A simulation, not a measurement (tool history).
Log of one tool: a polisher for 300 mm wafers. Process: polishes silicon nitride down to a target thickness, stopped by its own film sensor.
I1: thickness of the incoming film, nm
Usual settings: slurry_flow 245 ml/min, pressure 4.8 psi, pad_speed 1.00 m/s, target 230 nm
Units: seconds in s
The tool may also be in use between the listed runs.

{"run": 1, "hour": 0.0, "slurry_flow": 245, "pressure": 5.6, "pad_speed": 1.0, "target": 279, "I1": 409.9, "seconds": 40.3}
{"run": 2, "hour": 36.6, "slurry_flow": 245, "pressure": 5.6, "pad_speed": 1.0, "target": 279, "I1": 410.6, "seconds": 39.9}
{"run": 3, "hour": 118.5, "slurry_flow": 245, "pressure": 5.6, "pad_speed": 1.0, "target": 279, "I1": 415.1, "seconds": 41.2}
{"run": 4, "hour": 198.4, "slurry_flow": 245, "pressure": 4.8, "pad_speed": 1.0, "target": 230, "I1": 411.8, "seconds": 64.2}
{"run": 5, "hour": 278.6, "slurry_flow": 245, "pressure": 4.8, "pad_speed": 1.0, "target": 230, "I1": 407.2, "seconds": 62.3}
{"hour": 337.0, "done": "slurry nozzle cleaned"}
{"run": 6, "hour": 351.4, "slurry_flow": 245, "pressure": 4.8, "pad_speed": 1.0, "target": 230, "I1": 412.2, "seconds": 62.5}
{"run": 7, "hour": 407.3, "slurry_flow": 245, "pressure": 4.8, "pad_speed": 1.0, "target": 230, "I1": 405.0, "seconds": 62.6}
{"hour": 455.1, "done": "head pressure recalibrated"}
{"run": 8, "hour": 515.9, "slurry_flow": 245, "pressure": 4.8, "pad_speed": 0.86, "target": 230, "I1": 410.2, "seconds": 70.1}
{"run": 9, "hour": 594.3, "slurry_flow": 245, "pressure": 4.8, "pad_speed": 0.86, "target": 230, "I1": 410.9, "seconds": 71.9}
{"hour": 648.5, "done": "worn pad replaced by a new one"}
{"run": 10, "hour": 685.6, "slurry_flow": 245, "pressure": 4.8, "pad_speed": 1.0, "target": 248, "I1": 412.8, "seconds": 59.7}
{"run": 11, "hour": 751.5, "slurry_flow": 245, "pressure": 4.8, "pad_speed": 1.0, "target": 230, "I1": 408.5, "seconds": 64.0}
{"run": 12, "hour": 801.8, "slurry_flow": 245, "pressure": 4.8, "pad_speed": 1.0, "target": 230, "I1": 409.5, "seconds": 65.5}
{"run": 13, "hour": 888.9, "slurry_flow": 245, "pressure": 4.8, "pad_speed": 1.0, "target": 230, "I1": 411.6, "seconds": 64.6}
{"run": 14, "hour": 983.4, "slurry_flow": 245, "pressure": 4.8, "pad_speed": 1.0, "target": 230, "I1": 409.9, "seconds": 64.2}
{"hour": 1002.8, "done": "slurry nozzle cleaned"}
{"run": 15, "hour": 1041.9, "slurry_flow": 245, "pressure": 3.6, "pad_speed": 1.0, "target": 272, "I1": 407.5, "seconds": 63.1}
{"run": 16, "hour": 1127.8, "slurry_flow": 245, "pressure": 4.8, "pad_speed": 1.28, "target": 286, "I1": 409.1, "seconds": 35.7}
{"run": 17, "hour": 1185.6, "slurry_flow": 245, "pressure": 4.8, "pad_speed": 1.0, "target": 230, "I1": 411.1, "seconds": 62.5}
{"run": 18, "hour": 1242.2, "slurry_flow": 245, "pressure": 4.8, "pad_speed": 1.0, "target": 230, "I1": 406.0, "seconds": 63.6}
{"hour": 1365.1, "done": "head pressure recalibrated"}
{"run": 19, "hour": 1368.6, "slurry_flow": 300, "pressure": 5.3, "pad_speed": 1.22, "target": 248, "I1": 411.3, "seconds": 44.2}
{"run": 20, "hour": 1409.6, "slurry_flow": 185, "pressure": 4.8, "pad_speed": 1.0, "target": 170, "I1": 405.2, "seconds": 88.9}
{"hour": 1428.2, "done": "worn pad replaced by a new one"}
{"run": 21, "hour": 1453.3, "slurry_flow": 185, "pressure": 4.0, "pad_speed": 1.0, "target": 230, "I1": 411.7, "seconds": 79.3}
{"run": 22, "hour": 1686.0, "slurry_flow": 245, "pressure": 4.8, "pad_speed": 1.24, "target": 230, "I1": 410.0, "seconds": 54.7}
{"run": 23, "hour": 1752.7, "slurry_flow": 245, "pressure": 3.6, "pad_speed": 1.0, "target": 284, "I1": 416.8, "seconds": 61.3}
{"hour": 1807.8, "done": "slurry nozzle cleaned"}
{"run": 24, "hour": 1840.8, "slurry_flow": 245, "pressure": 4.8, "pad_speed": 1.0, "target": 230, "I1": 410.8, "seconds": 64.7}
{"run": 25, "hour": 1944.2, "slurry_flow": 245, "pressure": 4.8, "pad_speed": 1.0, "target": 211, "I1": 417.6, "seconds": 75.0}
{"run": 26, "hour": 2049.1, "slurry_flow": 245, "pressure": 4.8, "pad_speed": 1.0, "target": 230, "I1": 414.4, "seconds": 66.2}
{"hour": 2096.7, "done": "worn pad replaced by a new one"}
{"run": 27, "hour": 2123.3, "slurry_flow": 180, "pressure": 4.8, "pad_speed": 1.0, "target": 273, "I1": 403.3, "seconds": 49.4}
{"run": 28, "hour": 2191.3, "slurry_flow": 245, "pressure": 4.8, "pad_speed": 1.0, "target": 230, "I1": 409.4, "seconds": 63.2}
{"hour": 2251.6, "done": "head pressure recalibrated"}
{"run": 29, "hour": 2286.9, "slurry_flow": 300, "pressure": 5.3, "pad_speed": 1.22, "target": 248, "I1": 409.7, "seconds": 44.7}
{"run": 30, "hour": 2331.7, "slurry_flow": 210, "pressure": 6.0, "pad_speed": 1.0, "target": 189, "I1": 414.9, "seconds": 67.9}
{"run": 31, "hour": 2413.2, "slurry_flow": 300, "pressure": 5.3, "pad_speed": 1.22, "target": 248, "I1": 413.7, "seconds": 45.3}
{"run": 32, "hour": 2490.3, "slurry_flow": 245, "pressure": 3.6, "pad_speed": 1.1, "target": 230, "I1": 409.7, "seconds": 77.8}
{"run": 33, "hour": 2587.7, "slurry_flow": 210, "pressure": 4.8, "pad_speed": 1.0, "target": 230, "I1": 416.2, "seconds": 65.8}
{"hour": 2642.6, "done": "slurry nozzle cleaned"}
{"run": 34, "hour": 2652.7, "slurry_flow": 245, "pressure": 3.3, "pad_speed": 1.0, "target": 259, "I1": 401.6, "seconds": 69.6}
{"run": 35, "hour": 2691.3, "slurry_flow": 245, "pressure": 3.7, "pad_speed": 1.0, "target": 230, "I1": 414.5, "seconds": 81.9}
{"run": 36, "hour": 2769.4, "slurry_flow": 245, "pressure": 4.3, "pad_speed": 1.0, "target": 209, "I1": 406.7, "seconds": 78.8}
{"run": 37, "hour": 2851.6, "slurry_flow": 245, "pressure": 4.8, "pad_speed": 1.0, "target": 230, "I1": 407.3, "seconds": 61.8}
{"run": 38, "hour": 2900.5, "slurry_flow": 245, "pressure": 3.1, "pad_speed": 1.0, "target": 208, "I1": 414.8, "seconds": 116.0}

3 ways to go on from here, each from the tool as it stands after run 38. What would each give?
{"run": "A", "hour": 2900.9, "slurry_flow": 245, "pressure": 4.8, "pad_speed": 1.0, "target": 230, "I1": 411.6, "seconds": "?"}
{"run": "B", "hour": 2900.9, "slurry_flow": 245, "pressure": 4.8, "pad_speed": 1.0, "target": 280, "I1": 411.6, "seconds": "?"}
{"run": "C", "hour": 2900.9, "slurry_flow": 245, "pressure": 3.8, "pad_speed": 1.0, "target": 247, "I1": 411.6, "seconds": "?"}

run=A seconds=65.0
run=B seconds=47.1
run=C seconds=73.9
Without the tool's hidden state the same runs would have given:
run=A seconds=65.0
run=B seconds=47.1
run=C seconds=73.9
